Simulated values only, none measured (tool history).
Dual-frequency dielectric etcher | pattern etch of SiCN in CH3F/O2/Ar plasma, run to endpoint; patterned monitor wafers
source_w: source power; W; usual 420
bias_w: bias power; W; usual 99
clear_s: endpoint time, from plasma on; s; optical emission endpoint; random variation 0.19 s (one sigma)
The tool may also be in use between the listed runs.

run	hour	source_w	bias_w	wafers since the last listed run	hours since the last wet clean	hours since the last source power generator calibration	hours since the last bias power generator calibration	hours since the last upper electrode change	incoming incoming film thickness, nm	clear_s
1	0	420	99	0	288.7	2632.4	2590.4	2099.5	12.88	30.3
2	14.8	420	99	158	303.5	2647.2	2605.2	2114.3	12.83	30.8
3	39.5	420	99	263	328.2	2671.9	2629.9	2139	12.75	30.3
4	54.7	340	107	162	343.4	2687.1	2645.1	2154.2	12.76	33.5
5	144.3	340	107	957	433	2776.7	2734.7	2243.8	12.86	33.4
6	164.4	420	99	214	453.1	2796.8	2754.8	2263.9	12.91	30.7
# hour 179.2: source power generator calibrated
# hour 195.8: wet clean of the chamber
7	196.3	420	99	121	0.5	17.1	2786.7	2295.8	12.82	30.5
8	210.9	420	99	155	15.1	31.7	2801.3	2310.4	12.8	30.7
9	228.6	420	99	189	32.8	49.4	2819	2328.1	12.91	30.8
10	251.1	420	99	240	55.3	71.9	2841.5	2350.6	12.91	30.5
# hour 285.9: upper electrode replaced
11	286.4	380	75	120	90.6	107.2	2876.8	0.5	12.81	35.2
12	289.1	470	113	28	93.3	109.9	2879.5	3.2	12.84	27.1
# hour 297.5: bias power generator calibrated
13	305.5	390	88	132	109.7	126.3	8	19.6	12.69	32.9
14	328.8	490	99	248	133	149.6	31.3	42.9	12.74	28
15	356	470	77	290	160.2	176.8	58.5	70.1	12.72	31.5
16	385.3	420	99	312	189.5	206.1	87.8	99.4	12.79	30.3
17	400.5	510	91	162	204.7	221.3	103	114.6	12.88	28.4
18	431.2	420	99	327	235.4	252	133.7	145.3	12.72	30.2

Hidden state at the last listed run before each entry between runs and at the first one after, where it differs:
Between runs 6 and 7: source power generator calibrated (hour 179.2); wet clean of the chamber (hour 195.8)
  no hidden state differs between the two runs
Between runs 10 and 11: upper electrode replaced (hour 285.9)
  no hidden state differs between the two runs
Between runs 12 and 13: bias power generator calibrated (hour 297.5)
  no hidden state differs between the two runs
